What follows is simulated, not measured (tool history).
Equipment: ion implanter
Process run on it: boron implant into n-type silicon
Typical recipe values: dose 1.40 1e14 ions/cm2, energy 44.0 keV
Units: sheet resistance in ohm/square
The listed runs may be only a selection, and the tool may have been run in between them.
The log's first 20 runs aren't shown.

run   hour  dose  energy  wafers since the last listed run  hours since the last dose calibration  hours since the extraction supply was calibrated  hours since the gauge calibration  read-back reference wafer on the same gauge, sheet resistance  sheet resistance
 21  296.9  1.19    34.0                               281                                 1450.5                                              12.3                               41.4                                                         614.95            648.32
 22  306.6  1.05    52.5                               231                                 1460.2                                              22.0                               51.1                                                         615.46            652.79
 23  322.9  1.40    44.0                               388                                 1476.5                                              38.3                               67.4                                                         614.56            552.68
 24  338.0  1.40    44.0                               360                                 1491.6                                              53.4                               82.5                                                         615.25            553.66
     349.3  -- Faraday cup replaced and dose calibrated
 25  349.8  1.40    44.0                                90                                    0.5                                              65.2                               94.3                                                         615.20            550.87
 26  353.7  1.81    50.0                                93                                    4.4                                              69.1                               98.2                                                         615.20            453.69
 27  366.0  1.03    44.0                               293                                   16.7                                              81.4                              110.5                                                         614.64            682.98
 28  376.8  1.40    32.0                               257                                   27.5                                              92.2                              121.3                                                         615.19            584.97
 29  392.6  1.71    54.0                               376                                   43.3                                             108.0                              137.1                                                         615.48            463.87
 30  403.8  1.25    56.0                               267                                   54.5                                             119.2                              148.3                                                         614.96            570.13
 31  417.1  1.28    59.0                               317                                   67.8                                             132.5                              161.6                                                         614.94            558.31
 32  432.8  1.17    52.0                               374                                   83.5                                             148.2                              177.3                                                         614.72            604.35
 33  447.9  1.19    44.0                               360                                   98.6                                             163.3                              192.4                                                         615.01            615.94
 34  455.0  1.75    32.0                               169                                  105.7                                             170.4                              199.5                                                         615.65            497.64
 35  470.5  1.40    44.0                               369                                  121.2                                             185.9                              215.0                                                         615.06            552.92
 36  504.8  1.40    44.0                               818                                  155.5                                             220.2                              249.3                                                         615.04            552.19
 37  516.1  1.60    39.0                               269                                  166.8                                             231.5                              260.6                                                         614.98            515.63

Below are 5 alternative next runs, each starting from the tool's condition after run 37. Predict each:
  A  516.5  1.40    44.0                                 9                                  167.2                                             231.9                              261.0                                                              ?                 ?
  B  516.5  1.79    33.0                                 9                                  167.2                                             231.9                              261.0                                                              ?                 ?
  C  516.5  1.61    48.0                                 9                                  167.2                                             231.9                              261.0                                                              ?                 ?
  D  516.5  1.25    44.0                                 9                                  167.2                                             231.9                              261.0                                                              ?                 ?
  E  516.5  1.77    38.5                                 9                                  167.2                                             231.9                              261.0                                                              ?                 ?

run  read-back reference wafer on the same gauge, sheet resistance  sheet resistance
  A                                                         614.95            551.39
  B                                                         614.95            486.36
  C                                                         614.95            493.10
  D                                                         614.95            596.32
  E                                                         614.95            478.82
With the hidden condition removed and each run's random variation left untouched, the same runs would have given:
run  sheet resistance
  A            551.39
  B            486.36
  C            493.10
  D            596.32
  E            478.82

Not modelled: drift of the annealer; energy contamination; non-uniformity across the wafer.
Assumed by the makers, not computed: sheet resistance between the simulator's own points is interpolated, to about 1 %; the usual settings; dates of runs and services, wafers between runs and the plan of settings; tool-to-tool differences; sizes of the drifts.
